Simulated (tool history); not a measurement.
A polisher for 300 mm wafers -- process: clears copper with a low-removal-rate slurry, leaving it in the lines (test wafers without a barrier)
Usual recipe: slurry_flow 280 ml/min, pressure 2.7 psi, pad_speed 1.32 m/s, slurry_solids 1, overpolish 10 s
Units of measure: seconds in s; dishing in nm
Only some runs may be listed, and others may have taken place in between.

run	day	slurry_flow	pressure	pad_speed	slurry_solids	overpolish	incoming thickness of the incoming film, nm	seconds	dishing
1	0	280	2.7	1.32	1	10	443.1	163.9	21
2	1.3	280	2.7	1.32	1	10	437.8	164.3	19.6
3	1.842	280	2.7	1.32	1	10	439.5	166.5	19.9
4	2.9	280	2.7	1.32	1	10	431.4	174.2	19.4
5	3.617	280	2.5	1.14	1	10	432.6	206.2	15.9
6	4.167	280	2.5	1.14	1	10	441.4	215.1	15.8
# day 5.212: worn pad replaced by a new one
# day 5.238: slurry blender recalibrated
7	5.338	205	2.7	1.32	1	6	436.2	166.2	12.2
8	6.488	205	2.7	1.32	1	6	435.2	172.2	12
9	7.175	280	2.7	1.32	1	10	441.4	159.1	19.8
10	8.146	340	2.7	0.88	1	10	432.4	195.7	16.5
# day 8.367: slurry nozzle cleaned
11	8.983	280	2	1.32	1	10	434.9	203.2	16.1
12	9.875	315	2.7	1.32	0.85	10	428.9	153.3	21
# day 10.133: worn pad replaced by a new one
# day 10.696: head pressure recalibrated
13	10.842	190	3	1.32	1	10	440.4	149.9	22
14	11.967	280	2.7	1.32	1	10	438.2	157.6	20.6
15	12.812	220	2.7	1.32	1	10	442.6	165.8	20.4
16	13.508	280	3.1	1.6	0.9	8	432.1	125.5	21.7
17	14.1	280	2.7	1.32	0.8	10	431.5	166.8	19.1

Branching from run 17: 4 alternative next runs. What would each branch give?
A	14.121	280	2.7	1.32	1	16	437.5	?	?
B	14.121	185	2.7	1.56	0.8	10	437.5	?	?
C	14.121	325	3	1.32	1	13	437.5	?	?
D	14.121	280	1.9	1.32	1.25	10	437.5	?	?

run	seconds	dishing
A	161.9	30.9
B	165.6	19.9
C	142.9	28.9
D	217.1	15.3
With no hidden state in the tool, these same runs would have given:
run	seconds	dishing
A	151.9	32.6
B	152.7	21.4
C	134.8	30.4
D	203.5	16.2

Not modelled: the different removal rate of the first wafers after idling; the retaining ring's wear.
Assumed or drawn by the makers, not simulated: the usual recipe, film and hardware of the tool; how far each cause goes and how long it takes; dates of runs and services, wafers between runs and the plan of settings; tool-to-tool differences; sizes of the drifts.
